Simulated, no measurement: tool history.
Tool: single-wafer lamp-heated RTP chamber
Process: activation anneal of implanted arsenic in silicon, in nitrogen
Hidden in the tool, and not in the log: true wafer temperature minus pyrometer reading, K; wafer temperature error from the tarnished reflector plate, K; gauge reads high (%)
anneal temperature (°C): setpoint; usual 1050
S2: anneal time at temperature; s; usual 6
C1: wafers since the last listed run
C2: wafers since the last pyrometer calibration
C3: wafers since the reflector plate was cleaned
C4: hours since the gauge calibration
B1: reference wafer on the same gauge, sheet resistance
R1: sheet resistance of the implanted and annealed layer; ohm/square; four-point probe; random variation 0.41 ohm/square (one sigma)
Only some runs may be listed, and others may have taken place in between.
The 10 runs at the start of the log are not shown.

Run 11, hour 482.8: usual settings; C1 864; C2 3809; C3 3809; C4 1489.0; B1 260.02. Result: R1 265.43 ohm/square.
Run 12, hour 542.6: usual settings; C1 774; C2 4584; C3 4584; C4 1548.8; B1 259.93. Result: R1 266.29 ohm/square.
At hour 600.3: pyrometer window cleaned and pyrometer calibrated.
Run 13, hour 600.8: usual settings but S2 8 s; C1 649; C2 6; C3 5234; C4 1607.0; B1 260.00. Result: R1 263.68 ohm/square.
Run 14, hour 620.7: usual settings; C1 257; C2 263; C3 5491; C4 1626.9; B1 259.96. Result: R1 266.06 ohm/square.
Run 15, hour 681.1: usual settings but anneal temperature (°C) 1022, S2 3 s; C1 781; C2 1045; C3 6273; C4 1687.3; B1 260.06. Result: R1 273.01 ohm/square.
Run 16, hour 730.8: usual settings but S2 3 s; C1 643; C2 1689; C3 6917; C4 1737.0; B1 259.86. Result: R1 269.84 ohm/square.
Run 17, hour 786.9: usual settings; C1 726; C2 2415; C3 7643; C4 1793.1; B1 259.94. Result: R1 265.10 ohm/square.
Run 18, hour 815.4: usual settings but anneal temperature (°C) 1030, S2 7 s; C1 368; C2 2784; C3 8012; C4 1821.6; B1 259.87. Result: R1 267.62 ohm/square.
Run 19, hour 870.9: usual settings but anneal temperature (°C) 1061, S2 3 s; C1 718; C2 3503; C3 8730; C4 1877.1; B1 259.89. Result: R1 269.01 ohm/square.
Run 20, hour 904.4: usual settings but anneal temperature (°C) 1040, S2 3 s; C1 433; C2 3936; C3 9164; C4 1910.6; B1 260.10. Result: R1 270.93 ohm/square.
Run 21, hour 964.5: usual settings but anneal temperature (°C) 1034, S2 5 s; C1 778; C2 4715; C3 9942; C4 1970.7; B1 260.27. Result: R1 267.79 ohm/square.
Run 22, hour 1000.4: usual settings; C1 464; C2 5179; C3 10407; C4 2006.6; B1 260.11. Result: R1 264.81 ohm/square.
At hour 1066.3: pyrometer window cleaned and pyrometer calibrated.
Run 23, hour 1070.2: usual settings; C1 800; C2 50; C3 11207; C4 2076.4; B1 259.97. Result: R1 264.58 ohm/square.
Run 24, hour 1126.0: usual settings but anneal temperature (°C) 1073, S2 9 s; C1 722; C2 772; C3 11930; C4 2132.2; B1 260.17. Result: R1 255.36 ohm/square.
Run 25, hour 1157.7: usual settings but anneal temperature (°C) 1040, S2 9 s; C1 410; C2 1183; C3 12340; C4 2163.9; B1 259.87. Result: R1 262.89 ohm/square.
Run 26, hour 1208.6: usual settings but anneal temperature (°C) 1062; C1 658; C2 1842; C3 12999; C4 2214.8; B1 259.95. Result: R1 262.39 ohm/square.
At hour 1210.8: gauge calibrated.
At hour 1268.1: reflector plate cleaned.
Run 27, hour 1274.4: usual settings but anneal temperature (°C) 1070, S2 4 s; C1 748; C2 2590; C3 81; C4 63.6; B1 259.98. Result: R1 265.54 ohm/square.
Run 28, hour 1299.6: usual settings but anneal temperature (°C) 1058, S2 4 s; C1 326; C2 2916; C3 408; C4 88.8; B1 260.08. Result: R1 267.25 ohm/square.
Run 29, hour 1346.4: usual settings but anneal temperature (°C) 1069, S2 8 s; C1 605; C2 3522; C3 1013; C4 135.6; B1 260.12. Result: R1 259.81 ohm/square.
Run 30, hour 1402.8: usual settings; C1 730; C2 4253; C3 1744; C4 192.0; B1 260.04. Result: R1 266.12 ohm/square.
Run 31, hour 1458.4: usual settings but anneal temperature (°C) 1039, S2 7 s; C1 719; C2 4972; C3 2464; C4 247.6; B1 259.96. Result: R1 266.50 ohm/square.
At hour 1503.9: pyrometer window cleaned and pyrometer calibrated.
Run 32, hour 1525.1: usual settings but S2 8 s; C1 759; C2 274; C3 3224; C4 314.3; B1 259.95. Result: R1 263.15 ohm/square.
Run 33, hour 1559.5: usual settings but anneal temperature (°C) 1072, S2 3 s; C1 445; C2 719; C3 3669; C4 348.7; B1 259.84. Result: R1 267.55 ohm/square.
Run 34, hour 1595.9: usual settings but anneal temperature (°C) 1022; C1 471; C2 1191; C3 4140; C4 385.1; B1 259.89. Result: R1 269.07 ohm/square.
Run 35, hour 1632.5: usual settings but anneal temperature (°C) 1060; C1 473; C2 1664; C3 4614; C4 421.7; B1 259.96. Result: R1 263.17 ohm/square.

Run 36 comes next. What will it give?
Run 36, hour 1700.0: usual settings but anneal temperature (°C) 1040, S2 3 s; C1 873; C2 2538; C3 5488; C4 489.2; B1 ?. Result: R1 ?.

B1: 259.99
R1: 271.24 ohm/square
With the hidden condition absent and the run-to-run variation left alone, this run would have shown R1 271.45 ohm/square.
